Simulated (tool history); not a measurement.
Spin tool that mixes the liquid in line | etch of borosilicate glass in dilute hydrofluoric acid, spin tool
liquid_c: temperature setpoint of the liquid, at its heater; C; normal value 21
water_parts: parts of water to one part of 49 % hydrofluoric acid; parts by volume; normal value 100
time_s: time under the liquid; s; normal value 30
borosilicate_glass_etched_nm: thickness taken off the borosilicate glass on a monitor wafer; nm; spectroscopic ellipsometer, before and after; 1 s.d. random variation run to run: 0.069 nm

| run | day | liquid_c | water_parts | time_s | read-back film thickness of the borosilicate glass reference wafer, read on the same gauge (nm) | borosilicate_glass_etched_nm |
|---|---|---|---|---|---|---|
| 1 | 0 | 21 | 100 | 45 | 125.99 | 14.04 |
| 2 | 2.096 | 21 | 100 | 30 | 125.73 | 9.38 |
| 3 | 4.183 | 21 | 100 | 30 | 125.47 | 9.21 |
| 4 | 5.862 | 21 | 100 | 30 | 125.25 | 9.29 |
| 5 | 10.017 | 21 | 125 | 45 | 124.75 | 10.81 |
|  | 14.233 | gauge calibrated |
| 6 | 14.346 | 21 | 100 | 30 | 130.02 | 9.61 |
|  | 14.867 | thermometer replaced |
| 7 | 18.371 | 21 | 100 | 30 | 129.54 | 9.51 |

What will run 8 give?
| 8 | 20.146 | 22.5 | 55 | 20 | ? | ? |

read-back film thickness of the borosilicate glass reference wafer, read on the same gauge (nm): 129.32
borosilicate_glass_etched_nm: 13.1 nm
With no hidden state in the tool, this same run would have given borosilicate_glass_etched_nm 13.17 nm.

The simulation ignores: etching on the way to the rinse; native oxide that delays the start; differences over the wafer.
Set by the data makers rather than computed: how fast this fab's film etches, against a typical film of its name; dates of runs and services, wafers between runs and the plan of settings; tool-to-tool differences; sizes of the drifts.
